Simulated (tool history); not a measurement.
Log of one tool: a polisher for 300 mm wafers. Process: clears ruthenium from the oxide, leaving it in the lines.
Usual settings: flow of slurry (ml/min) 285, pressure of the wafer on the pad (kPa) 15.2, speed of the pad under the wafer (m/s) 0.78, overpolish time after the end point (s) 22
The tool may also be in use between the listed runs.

| run | hour | flow of slurry (ml/min) | pressure of the wafer on the pad (kPa) | speed of the pad under the wafer (m/s) | overpolish time after the end point (s) | wafers since the last listed run | wafers polished on this pad | hours since the slurry nozzle was cleaned | hours since the head pressure was calibrated | incoming thickness of the incoming film, nm | time until the end point was called (s) |
|---|---|---|---|---|---|---|---|---|---|---|---|
| 1 | 0.0 | 365 | 15.2 | 0.78 | 22 | 0 | 208 | 659.8 | 540.1 | 102.0 | 96.9 |
|  | 9.8 | head pressure recalibrated |
| 2 | 48.2 | 365 | 15.2 | 0.78 | 22 | 323 | 531 | 708.0 | 38.4 | 100.9 | 98.2 |
|  | 72.7 | slurry nozzle cleaned |
| 3 | 151.7 | 285 | 15.2 | 0.78 | 22 | 718 | 1249 | 79.0 | 141.9 | 101.0 | 105.8 |
| 4 | 191.0 | 285 | 15.2 | 0.78 | 22 | 275 | 1525 | 118.3 | 181.2 | 99.7 | 106.4 |
|  | 237.4 | worn pad replaced by a new one |
| 5 | 292.3 | 285 | 15.2 | 0.78 | 22 | 681 | 384 | 219.6 | 282.5 | 99.9 | 98.8 |
| 6 | 373.9 | 285 | 11.0 | 0.78 | 31 | 571 | 956 | 301.2 | 364.1 | 99.4 | 139.8 |
| 7 | 467.8 | 285 | 11.0 | 0.78 | 31 | 657 | 1614 | 395.1 | 458.0 | 101.5 | 146.7 |
|  | 483.2 | worn pad replaced by a new one |
|  | 525.7 | head pressure recalibrated |
| 8 | 529.5 | 285 | 15.2 | 0.78 | 22 | 390 | 310 | 456.8 | 3.8 | 99.7 | 97.3 |
| 9 | 596.7 | 285 | 15.2 | 0.78 | 22 | 470 | 780 | 524.0 | 71.0 | 99.7 | 102.8 |
| 10 | 649.0 | 285 | 15.2 | 0.78 | 22 | 366 | 1147 | 576.3 | 123.3 | 98.7 | 101.0 |
| 11 | 686.5 | 285 | 15.2 | 0.78 | 31 | 262 | 1410 | 613.8 | 160.8 | 100.3 | 104.7 |
|  | 739.3 | worn pad replaced by a new one |
| 12 | 744.3 | 285 | 15.2 | 0.78 | 22 | 376 | 34 | 671.6 | 218.6 | 99.9 | 95.3 |
| 13 | 795.4 | 285 | 11.0 | 0.78 | 31 | 358 | 392 | 722.7 | 269.7 | 100.8 | 135.6 |
| 14 | 896.0 | 285 | 15.2 | 0.90 | 22 | 704 | 1097 | 823.3 | 370.3 | 98.8 | 90.8 |
| 15 | 950.8 | 285 | 15.2 | 0.78 | 22 | 383 | 1481 | 878.1 | 425.1 | 98.9 | 102.2 |
|  | 974.2 | slurry nozzle cleaned |
|  | 989.3 | worn pad replaced by a new one |
| 16 | 1045.5 | 285 | 10.3 | 0.68 | 22 | 628 | 393 | 71.3 | 519.8 | 100.9 | 156.7 |
|  | 1102.3 | head pressure recalibrated |
| 17 | 1129.5 | 245 | 17.9 | 0.52 | 22 | 574 | 968 | 155.3 | 27.2 | 102.1 | 113.8 |
| 18 | 1181.1 | 285 | 20.7 | 0.56 | 22 | 361 | 1329 | 206.9 | 78.8 | 99.4 | 91.0 |
| 19 | 1275.0 | 340 | 20.0 | 0.78 | 26 | 657 | 1987 | 300.8 | 172.7 | 101.0 | 78.5 |
|  | 1288.7 | worn pad replaced by a new one |
| 20 | 1321.4 | 340 | 15.2 | 0.78 | 22 | 297 | 229 | 347.2 | 219.1 | 100.0 | 94.3 |
| 21 | 1382.9 | 285 | 15.2 | 0.78 | 22 | 430 | 660 | 408.7 | 280.6 | 101.7 | 102.3 |
| 22 | 1445.9 | 365 | 15.2 | 0.66 | 34 | 441 | 1101 | 471.7 | 343.6 | 100.1 | 112.5 |

The same runs without the tool's hidden state, with the same run-to-run variation:
The hidden state here: removal rate lost through wear of the pad, %; slurry flow missing at the pad, %; deviation of the head's pressure from its setpoint, %.
| run | time until the end point was called (s) |
|---|---|
| 1 | 93.1 |
| 2 | 90.9 |
| 3 | 94.0 |
| 4 | 93.9 |
| 5 | 92.0 |
| 6 | 124.7 |
| 7 | 128.1 |
| 8 | 92.0 |
| 9 | 93.2 |
| 10 | 90.0 |
| 11 | 92.6 |
| 12 | 94.2 |
| 13 | 127.5 |
| 14 | 81.3 |
| 15 | 90.5 |
| 16 | 146.6 |
| 17 | 101.8 |
| 18 | 80.3 |
| 19 | 68.4 |
| 20 | 90.1 |
| 21 | 93.5 |
| 22 | 100.2 |

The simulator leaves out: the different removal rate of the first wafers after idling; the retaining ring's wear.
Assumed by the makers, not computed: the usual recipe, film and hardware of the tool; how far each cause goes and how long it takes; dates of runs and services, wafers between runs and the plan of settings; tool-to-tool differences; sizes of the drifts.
